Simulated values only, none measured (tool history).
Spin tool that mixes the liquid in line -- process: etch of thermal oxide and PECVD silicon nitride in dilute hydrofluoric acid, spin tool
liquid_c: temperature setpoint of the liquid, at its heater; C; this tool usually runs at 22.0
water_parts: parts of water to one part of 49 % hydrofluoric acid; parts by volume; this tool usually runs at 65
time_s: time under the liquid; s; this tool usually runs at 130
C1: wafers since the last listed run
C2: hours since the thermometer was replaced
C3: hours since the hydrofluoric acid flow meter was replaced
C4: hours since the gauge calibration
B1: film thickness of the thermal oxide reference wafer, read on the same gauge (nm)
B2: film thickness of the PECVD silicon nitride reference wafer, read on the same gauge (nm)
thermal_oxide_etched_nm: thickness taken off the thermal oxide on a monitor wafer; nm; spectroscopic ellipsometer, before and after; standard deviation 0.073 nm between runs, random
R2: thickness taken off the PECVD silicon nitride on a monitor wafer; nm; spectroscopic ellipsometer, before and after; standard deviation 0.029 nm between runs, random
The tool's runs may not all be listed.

{"run": 1, "day": 0.0, "liquid_c": 22.0, "water_parts": 45, "time_s": 130, "C1": 0, "C2": 953.9, "C3": 313.1, "C4": 283.5, "B1": 109.36, "B2": 149.139, "thermal_oxide_etched_nm": 13.45, "R2": 4.959}
{"run": 2, "day": 1.733, "liquid_c": 19.5, "water_parts": 65, "time_s": 130, "C1": 364, "C2": 995.5, "C3": 354.7, "C4": 325.1, "B1": 109.24, "B2": 149.028, "thermal_oxide_etched_nm": 8.12, "R2": 2.957}
{"run": 3, "day": 4.508, "liquid_c": 17.5, "water_parts": 65, "time_s": 170, "C1": 584, "C2": 1062.1, "C3": 421.3, "C4": 391.7, "B1": 109.1, "B2": 148.772, "thermal_oxide_etched_nm": 9.68, "R2": 3.328}
{"run": 4, "day": 5.788, "liquid_c": 22.0, "water_parts": 50, "time_s": 110, "C1": 269, "C2": 1092.8, "C3": 452.0, "C4": 422.4, "B1": 109.05, "B2": 148.667, "thermal_oxide_etched_nm": 10.2, "R2": 3.852}
{"run": 5, "day": 8.046, "liquid_c": 22.0, "water_parts": 95, "time_s": 210, "C1": 475, "C2": 1147.0, "C3": 506.2, "C4": 476.6, "B1": 108.9, "B2": 148.493, "thermal_oxide_etched_nm": 9.59, "R2": 3.832}
{"run": 6, "day": 10.229, "liquid_c": 24.5, "water_parts": 65, "time_s": 130, "C1": 459, "C2": 1199.4, "C3": 558.6, "C4": 529.0, "B1": 108.76, "B2": 148.367, "thermal_oxide_etched_nm": 10.03, "R2": 4.153}
{"run": 7, "day": 12.854, "liquid_c": 22.0, "water_parts": 65, "time_s": 130, "C1": 552, "C2": 1262.4, "C3": 621.6, "C4": 592.0, "B1": 108.59, "B2": 148.131, "thermal_oxide_etched_nm": 8.96, "R2": 3.458}
{"run": 8, "day": 15.392, "liquid_c": 22.0, "water_parts": 65, "time_s": 65, "C1": 534, "C2": 1323.3, "C3": 682.5, "C4": 652.9, "B1": 108.48, "B2": 147.945, "thermal_oxide_etched_nm": 4.47, "R2": 1.739}
{"run": 9, "day": 17.7, "liquid_c": 22.0, "water_parts": 65, "time_s": 130, "C1": 485, "C2": 1378.7, "C3": 737.9, "C4": 708.3, "B1": 108.35, "B2": 147.729, "thermal_oxide_etched_nm": 8.94, "R2": 3.448}
{"run": 10, "day": 24.217, "liquid_c": 22.0, "water_parts": 65, "time_s": 95, "C1": 1371, "C2": 1535.1, "C3": 894.3, "C4": 864.7, "B1": 107.95, "B2": 147.208, "thermal_oxide_etched_nm": 6.48, "R2": 2.522}
{"run": 11, "day": 29.262, "liquid_c": 22.0, "water_parts": 65, "time_s": 210, "C1": 1062, "C2": 1656.2, "C3": 1015.4, "C4": 985.8, "B1": 107.65, "B2": 146.816, "thermal_oxide_etched_nm": 14.38, "R2": 5.572}
{"day": 29.375, "done": "thermometer replaced"}
{"run": 12, "day": 30.783, "liquid_c": 18.0, "water_parts": 35, "time_s": 155, "C1": 311, "C2": 33.8, "C3": 1051.9, "C4": 1022.3, "B1": 107.55, "B2": 146.658, "thermal_oxide_etched_nm": 17.36, "R2": 5.673}
{"run": 13, "day": 33.779, "liquid_c": 22.0, "water_parts": 50, "time_s": 50, "C1": 630, "C2": 105.7, "C3": 1123.8, "C4": 1094.2, "B1": 107.39, "B2": 146.432, "thermal_oxide_etched_nm": 4.5, "R2": 1.723}
{"run": 14, "day": 35.146, "liquid_c": 17.5, "water_parts": 65, "time_s": 130, "C1": 287, "C2": 138.5, "C3": 1156.6, "C4": 1127.0, "B1": 107.3, "B2": 146.322, "thermal_oxide_etched_nm": 7.3, "R2": 2.529}
{"run": 15, "day": 36.154, "liquid_c": 27.0, "water_parts": 90, "time_s": 100, "C1": 212, "C2": 162.7, "C3": 1180.8, "C4": 1151.2, "B1": 107.25, "B2": 146.256, "thermal_oxide_etched_nm": 5.78, "R2": 2.676}
{"run": 16, "day": 37.633, "liquid_c": 22.0, "water_parts": 65, "time_s": 130, "C1": 311, "C2": 198.2, "C3": 1216.3, "C4": 1186.7, "B1": 107.15, "B2": 146.117, "thermal_oxide_etched_nm": 8.86, "R2": 3.435}
{"run": 17, "day": 39.929, "liquid_c": 22.0, "water_parts": 55, "time_s": 130, "C1": 483, "C2": 253.3, "C3": 1271.4, "C4": 1241.8, "B1": 107.03, "B2": 145.935, "thermal_oxide_etched_nm": 10.53, "R2": 4.005}
{"day": 40.696, "done": "hydrofluoric acid flow meter replaced"}
{"run": 18, "day": 42.242, "liquid_c": 20.0, "water_parts": 40, "time_s": 170, "C1": 478, "C2": 308.8, "C3": 37.1, "C4": 1297.3, "B1": 106.9, "B2": 145.763, "thermal_oxide_etched_nm": 17.78, "R2": 6.298}
{"run": 19, "day": 43.383, "liquid_c": 25.5, "water_parts": 65, "time_s": 130, "C1": 240, "C2": 336.2, "C3": 64.5, "C4": 1324.7, "B1": 106.82, "B2": 145.674, "thermal_oxide_etched_nm": 10.28, "R2": 4.323}
{"run": 20, "day": 45.942, "liquid_c": 22.0, "water_parts": 65, "time_s": 130, "C1": 538, "C2": 397.6, "C3": 125.9, "C4": 1386.1, "B1": 106.69, "B2": 145.471, "thermal_oxide_etched_nm": 8.92, "R2": 3.458}
{"run": 21, "day": 48.612, "liquid_c": 22.0, "water_parts": 65, "time_s": 130, "C1": 562, "C2": 461.7, "C3": 190.0, "C4": 1450.2, "B1": 106.51, "B2": 145.224, "thermal_oxide_etched_nm": 8.68, "R2": 3.397}
{"run": 22, "day": 52.325, "liquid_c": 22.0, "water_parts": 65, "time_s": 130, "C1": 781, "C2": 550.8, "C3": 279.1, "C4": 1539.3, "B1": 106.29, "B2": 144.934, "thermal_oxide_etched_nm": 8.76, "R2": 3.459}
{"run": 23, "day": 54.379, "liquid_c": 22.0, "water_parts": 65, "time_s": 130, "C1": 432, "C2": 600.1, "C3": 328.4, "C4": 1588.6, "B1": 106.16, "B2": 144.767, "thermal_oxide_etched_nm": 8.79, "R2": 3.365}
{"run": 24, "day": 55.483, "liquid_c": 25.0, "water_parts": 85, "time_s": 70, "C1": 232, "C2": 626.6, "C3": 354.9, "C4": 1615.1, "B1": 106.12, "B2": 144.684, "thermal_oxide_etched_nm": 3.99, "R2": 1.703}
{"run": 25, "day": 57.508, "liquid_c": 20.0, "water_parts": 85, "time_s": 60, "C1": 426, "C2": 675.2, "C3": 403.5, "C4": 1663.7, "B1": 105.97, "B2": 144.544, "thermal_oxide_etched_nm": 2.8, "R2": 1.046}

Alternative continuations, all from the tool just after run 25; predict every row:
{"run": "A", "day": 57.529, "liquid_c": 22.0, "water_parts": 65, "time_s": 130, "C1": 4, "C2": 675.7, "C3": 404.0, "C4": 1664.2, "B1": "?", "B2": "?", "thermal_oxide_etched_nm": "?", "R2": "?"}
{"run": "B", "day": 57.529, "liquid_c": 20.0, "water_parts": 50, "time_s": 190, "C1": 4, "C2": 675.7, "C3": 404.0, "C4": 1664.2, "B1": "?", "B2": "?", "thermal_oxide_etched_nm": "?", "R2": "?"}
{"run": "C", "day": 57.529, "liquid_c": 24.5, "water_parts": 45, "time_s": 155, "C1": 4, "C2": 675.7, "C3": 404.0, "C4": 1664.2, "B1": "?", "B2": "?", "thermal_oxide_etched_nm": "?", "R2": "?"}
{"run": "D", "day": 57.529, "liquid_c": 17.5, "water_parts": 40, "time_s": 80, "C1": 4, "C2": 675.7, "C3": 404.0, "C4": 1664.2, "B1": "?", "B2": "?", "thermal_oxide_etched_nm": "?", "R2": "?"}
{"run": "E", "day": 57.529, "liquid_c": 19.5, "water_parts": 65, "time_s": 60, "C1": 4, "C2": 675.7, "C3": 404.0, "C4": 1664.2, "B1": "?", "B2": "?", "thermal_oxide_etched_nm": "?", "R2": "?"}

run=A B1=106.02 B2=144.535 thermal_oxide_etched_nm=8.83 R2=3.398
run=B B1=106.02 B2=144.535 thermal_oxide_etched_nm=15.72 R2=5.590
run=C B1=106.02 B2=144.535 thermal_oxide_etched_nm=17.31 R2=6.876
run=D B1=106.02 B2=144.535 thermal_oxide_etched_nm=7.52 R2=2.451
run=E B1=106.02 B2=144.535 thermal_oxide_etched_nm=3.67 R2=1.321
Take away the tool's hidden state, keep each run's random variation, and the runs would have read:
run=A thermal_oxide_etched_nm=9.17 R2=3.526
run=B thermal_oxide_etched_nm=16.31 R2=5.802
run=C thermal_oxide_etched_nm=17.96 R2=7.136
run=D thermal_oxide_etched_nm=7.80 R2=2.544
run=E thermal_oxide_etched_nm=3.81 R2=1.371
